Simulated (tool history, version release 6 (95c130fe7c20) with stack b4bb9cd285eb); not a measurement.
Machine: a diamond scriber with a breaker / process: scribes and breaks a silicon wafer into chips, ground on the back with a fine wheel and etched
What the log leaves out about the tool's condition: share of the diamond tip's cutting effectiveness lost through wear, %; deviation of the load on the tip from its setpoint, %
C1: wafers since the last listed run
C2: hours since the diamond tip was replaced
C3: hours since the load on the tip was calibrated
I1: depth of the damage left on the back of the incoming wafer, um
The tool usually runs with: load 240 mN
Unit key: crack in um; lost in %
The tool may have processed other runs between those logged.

{"run": 1, "hour": 0.0, "load": 240, "C1": 0, "C2": 474.3, "C3": 910, "I1": 0.75, "crack": 9.87, "lost": 4.08}
{"run": 2, "hour": 19.2, "load": 240, "C1": 24, "C2": 493.5, "C3": 929.2, "I1": 0.47, "crack": 9.51, "lost": 4.26}
{"run": 3, "hour": 46.2, "load": 207, "C1": 34, "C2": 520.5, "C3": 956.2, "I1": 0.65, "crack": 8.09, "lost": 25.86}
{"run": 4, "hour": 112.1, "load": 207, "C1": 84, "C2": 586.4, "C3": 1022.1, "I1": 0.79, "crack": 8.1, "lost": 30.28}
{"run": 5, "hour": 125.2, "load": 276, "C1": 16, "C2": 599.5, "C3": 1035.2, "I1": 0.79, "crack": 10.93, "lost": 1.3}
{"run": 6, "hour": 149.0, "load": 240, "C1": 30, "C2": 623.3, "C3": 1059, "I1": 0.78, "crack": 9.4, "lost": 6.36}
{"run": 7, "hour": 173.4, "load": 240, "C1": 31, "C2": 647.7, "C3": 1083.4, "I1": 0.31, "crack": 9.34, "lost": 7.19}
{"run": 8, "hour": 197.1, "load": 240, "C1": 30, "C2": 671.4, "C3": 1107.1, "I1": 0.44, "crack": 9.25, "lost": 8.18}
{"run": 9, "hour": 230.4, "load": 240, "C1": 42, "C2": 704.7, "C3": 1140.4, "I1": 0.59, "crack": 9.38, "lost": 8.39}
{"run": 10, "hour": 303.3, "load": 240, "C1": 93, "C2": 777.6, "C3": 1213.3, "I1": 0.41, "crack": 9.01, "lost": 10.13}
{"hour": 313.6, "done": "diamond tip replaced by a new one"}
{"run": 11, "hour": 332.6, "load": 240, "C1": 35, "C2": 19, "C3": 1242.6, "I1": 0.63, "crack": 9.68, "lost": 4.86}
{"run": 12, "hour": 365.5, "load": 188, "C1": 42, "C2": 51.9, "C3": 1275.5, "I1": 0.74, "crack": 7.19, "lost": 48.26}
{"run": 13, "hour": 378.2, "load": 311, "C1": 16, "C2": 64.6, "C3": 1288.2, "I1": 0.58, "crack": 12.11, "lost": 9.13}
{"run": 14, "hour": 400.3, "load": 173, "C1": 28, "C2": 86.7, "C3": 1310.3, "I1": 0.66, "crack": 6.48, "lost": 64.27}
{"hour": 415.1, "done": "load on the tip recalibrated"}
{"run": 15, "hour": 432.2, "load": 194, "C1": 38, "C2": 118.6, "C3": 17.1, "I1": 0.49, "crack": 8.33, "lost": 23.62}
{"run": 16, "hour": 454.2, "load": 217, "C1": 28, "C2": 140.6, "C3": 39.1, "I1": 0.32, "crack": 9.51, "lost": 6.47}
{"run": 17, "hour": 486.4, "load": 240, "C1": 41, "C2": 172.8, "C3": 71.3, "I1": 0.42, "crack": 10.43, "lost": 0.87}
{"run": 18, "hour": 518.9, "load": 194, "C1": 41, "C2": 205.3, "C3": 103.8, "I1": 0.3, "crack": 8.32, "lost": 23.88}
{"run": 19, "hour": 547.7, "load": 213, "C1": 36, "C2": 234.1, "C3": 132.6, "I1": 0.43, "crack": 9.23, "lost": 9.4}
{"run": 20, "hour": 575.3, "load": 299, "C1": 35, "C2": 261.7, "C3": 160.2, "I1": 0.39, "crack": 13.06, "lost": 16.16}
{"run": 21, "hour": 611.8, "load": 278, "C1": 46, "C2": 298.2, "C3": 196.7, "I1": 0.76, "crack": 11.96, "lost": 7.65}
{"run": 22, "hour": 633.6, "load": 263, "C1": 27, "C2": 320, "C3": 218.5, "I1": 0.57, "crack": 11.43, "lost": 2.84}
{"run": 23, "hour": 655.1, "load": 183, "C1": 27, "C2": 341.5, "C3": 240, "I1": 0.43, "crack": 7.67, "lost": 37.83}
{"run": 24, "hour": 675.4, "load": 274, "C1": 26, "C2": 361.8, "C3": 260.3, "I1": 0.34, "crack": 11.62, "lost": 5.39}
{"run": 25, "hour": 707.0, "load": 214, "C1": 40, "C2": 393.4, "C3": 291.9, "I1": 0.45, "crack": 9.07, "lost": 10.58}

5 ways to go on from here, each from the tool as it stands after run 25. What would each give?
{"run": "A", "hour": 707.7, "load": 181, "C1": 0, "C2": 394.1, "C3": 292.6, "I1": 0.32, "crack": "?", "lost": "?"}
{"run": "B", "hour": 707.7, "load": 280, "C1": 0, "C2": 394.1, "C3": 292.6, "I1": 0.32, "crack": "?", "lost": "?"}
{"run": "C", "hour": 707.7, "load": 261, "C1": 0, "C2": 394.1, "C3": 292.6, "I1": 0.32, "crack": "?", "lost": "?"}
{"run": "D", "hour": 707.7, "load": 307, "C1": 0, "C2": 394.1, "C3": 292.6, "I1": 0.32, "crack": "?", "lost": "?"}
{"run": "E", "hour": 707.7, "load": 273, "C1": 0, "C2": 394.1, "C3": 292.6, "I1": 0.32, "crack": "?", "lost": "?"}

run=A crack=7.39 lost=42.89
run=B crack=11.93 lost=7.2
run=C crack=11.13 lost=2.12
run=D crack=13.02 lost=18.26
run=E crack=11.64 lost=4.97
Without the tool's hidden state the same runs would have given:
run=A crack=7.63 lost=37.3
run=B crack=12.31 lost=10.66
run=C crack=11.49 lost=3.97
run=D crack=13.43 lost=23.16
run=E crack=12.01 lost=7.89

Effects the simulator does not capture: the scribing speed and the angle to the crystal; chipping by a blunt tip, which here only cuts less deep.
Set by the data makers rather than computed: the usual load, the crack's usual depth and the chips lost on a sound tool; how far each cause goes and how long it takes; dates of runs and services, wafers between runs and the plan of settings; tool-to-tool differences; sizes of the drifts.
